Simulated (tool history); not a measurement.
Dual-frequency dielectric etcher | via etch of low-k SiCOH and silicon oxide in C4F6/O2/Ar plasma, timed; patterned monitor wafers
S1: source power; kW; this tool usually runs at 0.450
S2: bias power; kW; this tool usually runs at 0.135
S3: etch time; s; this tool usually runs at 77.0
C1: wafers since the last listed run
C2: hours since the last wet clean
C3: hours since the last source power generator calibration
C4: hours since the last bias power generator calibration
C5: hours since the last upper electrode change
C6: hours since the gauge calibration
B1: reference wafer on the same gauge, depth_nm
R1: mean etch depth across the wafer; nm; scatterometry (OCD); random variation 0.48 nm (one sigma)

run	day	S1	S2	S3	C1	C2	C3	C4	C5	C6	B1	R1
1	0.000	0.450	0.135	77.0	0	372.3	2361.0	1799.9	3365.7	1187.7	171.0	200.4
2	1.942	0.450	0.135	77.0	414	418.9	2407.6	1846.5	3412.3	1234.3	171.0	199.8
3	3.675	0.450	0.135	77.0	369	460.5	2449.2	1888.1	3453.9	1275.9	171.1	199.6
# day 5.754: gauge calibrated
# day 6.358: wet clean of the chamber
4	8.129	0.450	0.135	83.0	737	42.5	2556.1	1995.0	3560.8	57.0	171.0	217.7
5	12.267	0.450	0.135	83.0	883	141.8	2655.4	2094.3	3660.1	156.3	171.1	216.7
6	15.275	0.450	0.135	83.0	642	214.0	2727.6	2166.5	3732.3	228.5	170.8	217.9
7	18.438	0.450	0.135	70.0	675	289.9	2803.5	2242.4	3808.2	304.4	171.1	181.8
8	21.692	0.450	0.135	70.0	694	368.0	2881.6	2320.5	3886.3	382.5	171.1	180.9
9	26.525	0.450	0.135	94.0	1031	484.0	2997.6	2436.5	4002.3	498.5	170.9	242.9
# day 28.275: wet clean of the chamber
10	29.246	0.450	0.135	94.0	367	23.3	3062.9	2501.8	4067.6	563.8	171.0	247.1
# day 37.925: source power generator calibrated
11	40.354	0.450	0.135	94.0	2335	289.9	58.3	2768.4	4334.2	830.4	170.8	246.1
# day 41.567: bias power generator calibrated
12	43.029	0.450	0.135	88.0	535	354.1	122.5	35.1	4398.4	894.6	170.9	229.5
13	46.167	0.450	0.135	88.0	669	429.4	197.8	110.4	4473.7	969.9	171.0	228.3
14	48.958	0.450	0.135	77.0	595	496.4	264.8	177.4	4540.7	1036.9	170.9	199.1
# day 51.192: wet clean of the chamber
15	53.329	0.540	0.156	61.5	719	51.3	369.7	282.3	4645.6	1141.8	171.0	174.0
16	55.696	0.520	0.112	97.0	505	108.1	426.5	339.1	4702.4	1198.6	171.2	249.3
# day 57.550: upper electrode replaced, of another model than before
17	57.571	0.380	0.158	57.5	186	153.1	471.5	384.1	0.5	1243.6	171.0	151.8
18	60.904	0.500	0.135	77.0	711	233.1	551.5	464.1	80.5	1323.6	171.1	203.5
19	65.308	0.350	0.109	64.0	940	338.8	657.2	569.8	186.2	1429.3	170.9	157.0
20	69.038	0.390	0.114	96.0	795	428.3	746.7	659.3	275.7	1518.8	171.1	239.8
# day 69.083: gauge calibrated
# day 71.417: wet clean of the chamber
21	72.142	0.450	0.135	77.0	449	17.4	821.2	733.8	350.2	73.4	171.0	201.1
22	74.175	0.450	0.123	77.0	433	66.2	870.0	782.6	399.0	122.2	171.1	198.4
23	78.292	0.500	0.135	77.0	878	165.0	968.8	881.4	497.8	221.0	170.9	202.8
24	82.371	0.450	0.135	88.0	870	262.9	1066.7	979.3	595.7	318.9	171.0	228.0
25	84.683	0.340	0.135	57.0	493	318.4	1122.2	1034.8	651.2	374.4	170.9	143.4
26	88.192	0.450	0.135	77.0	748	402.6	1206.4	1119.0	735.4	458.6	171.1	198.5
# day 92.742: wet clean of the chamber
27	92.762	0.450	0.135	77.0	762	0.5	1316.1	1228.7	845.1	568.3	171.1	201.9
28	94.458	0.480	0.135	77.0	361	41.2	1356.8	1269.4	885.8	609.0	171.1	203.6

Below are 4 alternative next runs, each starting from the tool's condition after run 28. Predict each:
A	94.475	0.450	0.135	77.0	3	41.6	1357.2	1269.8	886.2	609.4	?	?
B	94.475	0.350	0.135	77.0	3	41.6	1357.2	1269.8	886.2	609.4	?	?
C	94.475	0.340	0.118	77.0	3	41.6	1357.2	1269.8	886.2	609.4	?	?
D	94.475	0.480	0.124	63.5	3	41.6	1357.2	1269.8	886.2	609.4	?	?

run	B1	R1
A	170.9	202.1
B	170.9	197.0
C	170.9	192.5
D	170.9	165.8
Take away the tool's hidden state, keep each run's random variation, and the runs would have read:
run	R1
A	202.5
B	197.4
C	192.9
D	166.0
